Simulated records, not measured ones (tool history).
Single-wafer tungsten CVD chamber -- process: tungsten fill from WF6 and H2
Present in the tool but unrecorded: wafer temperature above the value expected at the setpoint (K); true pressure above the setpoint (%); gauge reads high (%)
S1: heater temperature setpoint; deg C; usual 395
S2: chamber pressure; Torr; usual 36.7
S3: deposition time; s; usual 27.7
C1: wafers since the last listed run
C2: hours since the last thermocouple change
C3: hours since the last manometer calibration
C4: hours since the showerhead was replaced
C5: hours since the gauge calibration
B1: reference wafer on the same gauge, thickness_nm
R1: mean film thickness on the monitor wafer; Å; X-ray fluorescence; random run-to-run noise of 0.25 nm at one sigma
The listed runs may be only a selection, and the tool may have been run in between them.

run,hour,S1,S2,S3,C1,C2,C3,C4,C5,B1,R1
1,0.0,395,36.7,27.7,0,1934.3,2600.9,4129.8,140.9,90.987,920.01
2,13.7,395,36.7,27.7,220,1948.0,2614.6,4143.5,154.6,91.090,921.51
3,27.4,395,36.7,27.7,220,1961.7,2628.3,4157.2,168.3,90.987,919.47
4,37.4,395,36.7,27.7,160,1971.7,2638.3,4167.2,178.3,90.953,923.74
5,52.3,395,36.7,27.7,239,1986.6,2653.2,4182.1,193.2,91.016,920.85
6,60.0,395,36.7,27.7,123,1994.3,2660.9,4189.8,200.9,91.024,925.23
7,68.4,395,36.7,27.7,135,2002.7,2669.3,4198.2,209.3,91.019,928.00
8,78.5,395,36.7,27.7,162,2012.8,2679.4,4208.3,219.4,90.943,917.78
9,90.5,395,36.7,27.7,192,2024.8,2691.4,4220.3,231.4,91.022,922.87
10,97.2,390,42.4,27.7,107,2031.5,2698.1,4227.0,238.1,91.022,918.14
11,105.2,390,42.4,27.7,128,2039.5,2706.1,4235.0,246.1,90.959,916.39
12,145.5,395,42.3,30.0,647,2079.8,2746.4,4275.3,286.4,90.931,1074.34
13,160.2,395,36.7,27.7,236,2094.5,2761.1,4290.0,301.1,90.946,921.62
14,170.5,395,33.5,27.7,165,2104.8,2771.4,4300.3,311.4,91.002,874.36
# hour 178.6: capacitance manometer re-zeroed and calibrated
# hour 182.0: thermocouple changed; heater temperature recalibrated
# hour 208.1: showerhead replaced, of another model than before
15,210.6,395,33.5,27.7,331,28.6,32.0,2.5,351.5,90.994,755.48
16,218.7,401,32.4,25.3,130,36.7,40.1,10.6,359.6,90.980,738.34
17,234.7,390,31.9,27.7,257,52.7,56.1,26.6,375.6,90.987,666.32
# hour 236.2: gauge calibrated
18,244.8,395,29.9,27.7,162,62.8,66.2,36.7,8.6,91.031,680.19
19,254.3,407,36.7,27.7,152,72.3,75.7,46.2,18.1,91.026,1004.62
20,264.8,399,36.7,27.7,168,82.8,86.2,56.7,28.6,90.967,879.15
21,281.9,395,36.7,27.7,274,99.9,103.3,73.8,45.7,90.976,825.45
22,296.9,383,30.6,24.0,241,114.9,118.3,88.8,60.7,91.059,492.99
23,303.4,399,36.7,27.7,104,121.4,124.8,95.3,67.2,90.991,888.21
24,317.9,395,36.7,27.7,233,135.9,139.3,109.8,81.7,91.042,829.26
25,328.3,395,36.7,27.7,167,146.3,149.7,120.2,92.1,90.956,832.86
26,336.6,381,41.7,31.6,133,154.6,158.0,128.5,100.4,90.954,829.56
27,351.2,395,36.7,22.6,234,169.2,172.6,143.1,115.0,90.998,682.51
28,364.2,401,29.8,29.8,208,182.2,185.6,156.1,128.0,91.019,817.92
29,372.4,391,30.7,31.9,131,190.4,193.8,164.3,136.2,91.031,761.91
30,378.8,388,34.0,27.7,102,196.8,200.2,170.7,142.6,90.990,695.82

Below are 3 alternative next runs, each starting from the tool's condition after run 30. Predict each:
A,379.2,409,36.7,27.7,6,197.2,200.6,171.1,143.0,?,?
B,379.2,395,45.7,30.2,6,197.2,200.6,171.1,143.0,?,?
C,379.2,401,36.7,29.1,6,197.2,200.6,171.1,143.0,?,?

run,B1,R1
A,91.094,1047.52
B,91.094,1083.65
C,91.094,972.08
Take away the tool's hidden state, keep each run's random variation, and the runs would have read:
run,R1
A,1042.08
B,1077.60
C,966.93
